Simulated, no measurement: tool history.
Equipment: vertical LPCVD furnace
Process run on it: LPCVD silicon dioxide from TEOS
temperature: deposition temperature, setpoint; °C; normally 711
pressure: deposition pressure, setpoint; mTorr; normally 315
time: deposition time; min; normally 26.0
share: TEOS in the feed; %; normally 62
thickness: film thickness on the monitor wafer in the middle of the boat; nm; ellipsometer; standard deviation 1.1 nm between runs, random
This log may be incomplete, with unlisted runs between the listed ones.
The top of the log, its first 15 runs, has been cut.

| run | hour | temperature | pressure | time | share | wafers since the last listed run | hours since the last temperature calibration | hours since the pressure gauge was zeroed | hours since the TEOS flow controller was replaced | hours since the gauge calibration | read-back reference wafer on the same gauge, thickness | thickness |
|---|---|---|---|---|---|---|---|---|---|---|---|---|
| 16 | 243.2 | 718 | 365 | 36.0 | 71 | 105 | 104.8 | 166.9 | 2970.7 | 233.3 | 256.80 | 474.62 |
| 17 | 260.2 | 711 | 365 | 26.0 | 62 | 186 | 121.8 | 183.9 | 2987.7 | 250.3 | 257.62 | 277.80 |
|  | 289.6 | TEOS flow controller replaced |
| 18 | 290.1 | 711 | 315 | 26.0 | 62 | 64 | 151.7 | 213.8 | 0.5 | 280.2 | 257.20 | 255.84 |
| 19 | 294.5 | 711 | 275 | 26.0 | 62 | 48 | 156.1 | 218.2 | 4.9 | 284.6 | 256.80 | 236.81 |
| 20 | 298.9 | 711 | 315 | 26.0 | 62 | 48 | 160.5 | 222.6 | 9.3 | 289.0 | 257.12 | 256.31 |
| 21 | 312.0 | 716 | 315 | 26.0 | 62 | 143 | 173.6 | 235.7 | 22.4 | 302.1 | 256.31 | 289.94 |
| 22 | 324.2 | 711 | 265 | 26.0 | 62 | 133 | 185.8 | 247.9 | 34.6 | 314.3 | 257.13 | 236.83 |
| 23 | 365.2 | 711 | 315 | 26.0 | 62 | 449 | 226.8 | 288.9 | 75.6 | 355.3 | 257.43 | 256.10 |
| 24 | 372.2 | 711 | 290 | 26.0 | 54 | 76 | 233.8 | 295.9 | 82.6 | 362.3 | 256.98 | 227.84 |
| 25 | 396.2 | 711 | 315 | 16.5 | 62 | 263 | 257.8 | 319.9 | 106.6 | 386.3 | 257.11 | 163.23 |
| 26 | 403.9 | 711 | 315 | 26.0 | 71 | 84 | 265.5 | 327.6 | 114.3 | 394.0 | 257.12 | 274.29 |
| 27 | 416.5 | 706 | 245 | 18.0 | 73 | 138 | 278.1 | 340.2 | 126.9 | 406.6 | 256.64 | 151.88 |
| 28 | 426.8 | 711 | 315 | 26.0 | 62 | 112 | 288.4 | 350.5 | 137.2 | 416.9 | 256.98 | 257.08 |
| 29 | 445.0 | 720 | 345 | 26.0 | 54 | 199 | 306.6 | 368.7 | 155.4 | 435.1 | 256.87 | 307.69 |
| 30 | 463.5 | 711 | 315 | 26.0 | 62 | 202 | 325.1 | 387.2 | 173.9 | 453.6 | 257.17 | 258.52 |
| 31 | 471.1 | 708 | 380 | 26.0 | 62 | 83 | 332.7 | 394.8 | 181.5 | 461.2 | 257.21 | 264.10 |

Forecast run 32:
| 32 | 478.8 | 711 | 250 | 26.0 | 62 | 84 | 340.4 | 402.5 | 189.2 | 468.9 | ? | ? |

read-back reference wafer on the same gauge, thickness: 256.69
thickness: 229.64 nm
Were there no unlogged condition in the tool, this run, its random variation unchanged, would have produced thickness 224.65 nm.
